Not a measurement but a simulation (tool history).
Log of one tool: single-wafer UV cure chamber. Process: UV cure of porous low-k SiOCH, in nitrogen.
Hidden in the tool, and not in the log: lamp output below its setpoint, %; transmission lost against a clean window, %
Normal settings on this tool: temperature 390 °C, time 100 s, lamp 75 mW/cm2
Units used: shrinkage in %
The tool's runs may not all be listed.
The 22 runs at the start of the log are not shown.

run,hour,temperature,time,lamp,wafers since the last listed run,hours since the UV bulbs were replaced,wafers since the quartz window was cleaned,shrinkage
23,1646.3,390,100,75,379,460.4,550,7.663
24,1710.3,390,100,75,440,524.4,991,7.902
25,1802.5,390,100,95,634,616.6,1626,8.932
26,1891.6,409,100,75,613,705.7,2239,7.918
27,1967.5,390,100,113,522,781.6,2761,9.445
# hour 2024.7: quartz window cleaned
28,2025.2,390,100,57,342,839.3,3,6.395
29,2089.1,390,100,92,439,903.2,443,8.571
30,2169.4,410,100,75,552,983.5,996,7.8
31,2259.4,382,100,75,619,1073.5,1615,7.371
32,2321.8,390,65,91,429,1135.9,2045,6.273
33,2377.8,390,100,106,385,1191.9,2430,9.109
# hour 2401.3: UV bulbs replaced
34,2454.9,390,75,75,475,53.6,2906,6.68
# hour 2475.5: quartz window cleaned
35,2555.2,390,100,101,635,153.9,548,9.317

Forecast each of these 5 alternatives for the next run:
A,2555.7,390,100,75,3,154.4,552,?
B,2555.7,403,100,75,3,154.4,552,?
C,2555.7,390,130,75,3,154.4,552,?
D,2555.7,379,145,40,3,154.4,552,?
E,2555.7,381,150,96,3,154.4,552,?

run,shrinkage
A,8.024
B,8.269
C,9.322
D,6.621
E,11.145
Without the tool's hidden state the same runs would have given:
run,shrinkage
A,8.267
B,8.514
C,9.576
D,6.846
E,11.408
